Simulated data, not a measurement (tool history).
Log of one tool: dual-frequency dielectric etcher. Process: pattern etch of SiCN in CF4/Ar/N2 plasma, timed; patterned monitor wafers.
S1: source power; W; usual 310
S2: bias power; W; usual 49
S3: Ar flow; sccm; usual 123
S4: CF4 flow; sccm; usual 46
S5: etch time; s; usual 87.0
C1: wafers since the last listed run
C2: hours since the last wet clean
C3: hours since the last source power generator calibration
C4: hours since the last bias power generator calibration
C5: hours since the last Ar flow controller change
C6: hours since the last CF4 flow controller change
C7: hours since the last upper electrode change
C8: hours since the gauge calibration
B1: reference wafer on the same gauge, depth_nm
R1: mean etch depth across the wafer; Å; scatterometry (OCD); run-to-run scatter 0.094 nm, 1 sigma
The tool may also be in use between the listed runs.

{"run": 1, "hour": 0.0, "S1": 280, "S2": 49, "S3": 123, "S4": 46, "S5": 87.0, "C1": 0, "C2": 214.0, "C3": 3818.7, "C4": 3066.3, "C5": 6424.7, "C6": 2373.7, "C7": 4688.7, "C8": 101.9, "B1": 35.41, "R1": 360.2}
{"run": 2, "hour": 7.4, "S1": 280, "S2": 49, "S3": 123, "S4": 46, "S5": 87.0, "C1": 53, "C2": 221.4, "C3": 3826.1, "C4": 3073.7, "C5": 6432.1, "C6": 2381.1, "C7": 4696.1, "C8": 109.3, "B1": 35.41, "R1": 359.0}
{"run": 3, "hour": 18.9, "S1": 280, "S2": 49, "S3": 123, "S4": 46, "S5": 87.0, "C1": 82, "C2": 232.9, "C3": 3837.6, "C4": 3085.2, "C5": 6443.6, "C6": 2392.6, "C7": 4707.6, "C8": 120.8, "B1": 35.41, "R1": 360.6}
{"run": 4, "hour": 35.7, "S1": 310, "S2": 49, "S3": 123, "S4": 46, "S5": 87.0, "C1": 121, "C2": 249.7, "C3": 3854.4, "C4": 3102.0, "C5": 6460.4, "C6": 2409.4, "C7": 4724.4, "C8": 137.6, "B1": 35.4, "R1": 403.1}
{"run": 5, "hour": 50.8, "S1": 310, "S2": 49, "S3": 123, "S4": 46, "S5": 87.0, "C1": 108, "C2": 264.8, "C3": 3869.5, "C4": 3117.1, "C5": 6475.5, "C6": 2424.5, "C7": 4739.5, "C8": 152.7, "B1": 35.41, "R1": 402.0}
{"run": 6, "hour": 62.8, "S1": 310, "S2": 49, "S3": 112, "S4": 43, "S5": 87.0, "C1": 86, "C2": 276.8, "C3": 3881.5, "C4": 3129.1, "C5": 6487.5, "C6": 2436.5, "C7": 4751.5, "C8": 164.7, "B1": 35.42, "R1": 404.9}
{"run": 7, "hour": 71.3, "S1": 250, "S2": 49, "S3": 123, "S4": 46, "S5": 101.0, "C1": 61, "C2": 285.3, "C3": 3890.0, "C4": 3137.6, "C5": 6496.0, "C6": 2445.0, "C7": 4760.0, "C8": 173.2, "B1": 35.39, "R1": 369.3}
{"hour": 91.1, "done": "gauge calibrated"}
{"run": 8, "hour": 101.5, "S1": 250, "S2": 49, "S3": 123, "S4": 46, "S5": 101.0, "C1": 217, "C2": 315.5, "C3": 3920.2, "C4": 3167.8, "C5": 6526.2, "C6": 2475.2, "C7": 4790.2, "C8": 10.4, "B1": 35.39, "R1": 369.5}
{"hour": 108.8, "done": "Ar flow controller replaced"}
{"run": 9, "hour": 109.3, "S1": 310, "S2": 49, "S3": 123, "S4": 46, "S5": 69.5, "C1": 12, "C2": 323.3, "C3": 3928.0, "C4": 3175.6, "C5": 0.5, "C6": 2483.0, "C7": 4798.0, "C8": 18.2, "B1": 35.39, "R1": 322.1}
{"hour": 143.7, "done": "wet clean of the chamber"}
{"run": 10, "hour": 144.2, "S1": 310, "S2": 49, "S3": 123, "S4": 46, "S5": 69.5, "C1": 78, "C2": 0.5, "C3": 3962.9, "C4": 3210.5, "C5": 35.4, "C6": 2517.9, "C7": 4832.9, "C8": 53.1, "B1": 35.4, "R1": 320.0}
{"hour": 153.6, "done": "CF4 flow controller replaced"}
{"run": 11, "hour": 173.2, "S1": 310, "S2": 49, "S3": 112, "S4": 46, "S5": 87.0, "C1": 165, "C2": 29.5, "C3": 3991.9, "C4": 3239.5, "C5": 64.4, "C6": 19.6, "C7": 4861.9, "C8": 82.1, "B1": 35.38, "R1": 406.8}
{"hour": 179.4, "done": "source power generator calibrated"}
{"run": 12, "hour": 179.9, "S1": 250, "S2": 49, "S3": 123, "S4": 46, "S5": 87.0, "C1": 19, "C2": 36.2, "C3": 0.5, "C4": 3246.2, "C5": 71.1, "C6": 26.3, "C7": 4868.6, "C8": 88.8, "B1": 35.42, "R1": 317.9}
{"hour": 206.2, "done": "upper electrode replaced"}
{"run": 13, "hour": 206.7, "S1": 310, "S2": 49, "S3": 123, "S4": 56, "S5": 87.0, "C1": 20, "C2": 63.0, "C3": 27.3, "C4": 3273.0, "C5": 97.9, "C6": 53.1, "C7": 0.5, "C8": 115.6, "B1": 35.4, "R1": 414.1}
{"run": 14, "hour": 207.1, "S1": 310, "S2": 49, "S3": 123, "S4": 46, "S5": 87.0, "C1": 2, "C2": 63.4, "C3": 27.7, "C4": 3273.4, "C5": 98.3, "C6": 53.5, "C7": 0.9, "C8": 116.0, "B1": 35.41, "R1": 400.6}
{"run": 15, "hour": 210.2, "S1": 310, "S2": 39, "S3": 123, "S4": 37, "S5": 87.0, "C1": 22, "C2": 66.5, "C3": 30.8, "C4": 3276.5, "C5": 101.4, "C6": 56.6, "C7": 4.0, "C8": 119.1, "B1": 35.41, "R1": 333.9}
{"hour": 218.5, "done": "bias power generator calibrated"}
{"run": 16, "hour": 227.1, "S1": 310, "S2": 49, "S3": 153, "S4": 56, "S5": 100.5, "C1": 92, "C2": 83.4, "C3": 47.7, "C4": 8.6, "C5": 118.3, "C6": 73.5, "C7": 20.9, "C8": 136.0, "B1": 35.39, "R1": 457.4}
{"run": 17, "hour": 234.9, "S1": 340, "S2": 49, "S3": 123, "S4": 46, "S5": 109.5, "C1": 56, "C2": 91.2, "C3": 55.5, "C4": 16.4, "C5": 126.1, "C6": 81.3, "C7": 28.7, "C8": 143.8, "B1": 35.41, "R1": 555.2}
{"run": 18, "hour": 243.9, "S1": 310, "S2": 49, "S3": 123, "S4": 46, "S5": 87.0, "C1": 64, "C2": 100.2, "C3": 64.5, "C4": 25.4, "C5": 135.1, "C6": 90.3, "C7": 37.7, "C8": 152.8, "B1": 35.41, "R1": 401.6}
{"run": 19, "hour": 267.8, "S1": 310, "S2": 49, "S3": 123, "S4": 46, "S5": 87.0, "C1": 172, "C2": 124.1, "C3": 88.4, "C4": 49.3, "C5": 159.0, "C6": 114.2, "C7": 61.6, "C8": 176.7, "B1": 35.4, "R1": 400.1}
{"run": 20, "hour": 277.0, "S1": 310, "S2": 49, "S3": 123, "S4": 46, "S5": 104.5, "C1": 66, "C2": 133.3, "C3": 97.6, "C4": 58.5, "C5": 168.2, "C6": 123.4, "C7": 70.8, "C8": 185.9, "B1": 35.39, "R1": 482.5}
{"run": 21, "hour": 284.2, "S1": 310, "S2": 49, "S3": 123, "S4": 46, "S5": 87.0, "C1": 51, "C2": 140.5, "C3": 104.8, "C4": 65.7, "C5": 175.4, "C6": 130.6, "C7": 78.0, "C8": 193.1, "B1": 35.4, "R1": 402.3}

Branching from run 21: 3 alternative next runs. What would each branch give?
{"run": "A", "hour": 284.6, "S1": 310, "S2": 49, "S3": 123, "S4": 46, "S5": 87.0, "C1": 2, "C2": 140.9, "C3": 105.2, "C4": 66.1, "C5": 175.8, "C6": 131.0, "C7": 78.4, "C8": 193.5, "B1": "?", "R1": "?"}
{"run": "B", "hour": 284.6, "S1": 310, "S2": 53, "S3": 123, "S4": 40, "S5": 63.5, "C1": 2, "C2": 140.9, "C3": 105.2, "C4": 66.1, "C5": 175.8, "C6": 131.0, "C7": 78.4, "C8": 193.5, "B1": "?", "R1": "?"}
{"run": "C", "hour": 284.6, "S1": 310, "S2": 49, "S3": 123, "S4": 35, "S5": 87.0, "C1": 2, "C2": 140.9, "C3": 105.2, "C4": 66.1, "C5": 175.8, "C6": 131.0, "C7": 78.4, "C8": 193.5, "B1": "?", "R1": "?"}

run=A B1=35.41 R1=402.1
run=B B1=35.41 R1=300.6
run=C B1=35.41 R1=384.8
Without the tool's hidden state the same runs would have given:
run=A R1=399.1
run=B R1=298.4
run=C R1=382.0

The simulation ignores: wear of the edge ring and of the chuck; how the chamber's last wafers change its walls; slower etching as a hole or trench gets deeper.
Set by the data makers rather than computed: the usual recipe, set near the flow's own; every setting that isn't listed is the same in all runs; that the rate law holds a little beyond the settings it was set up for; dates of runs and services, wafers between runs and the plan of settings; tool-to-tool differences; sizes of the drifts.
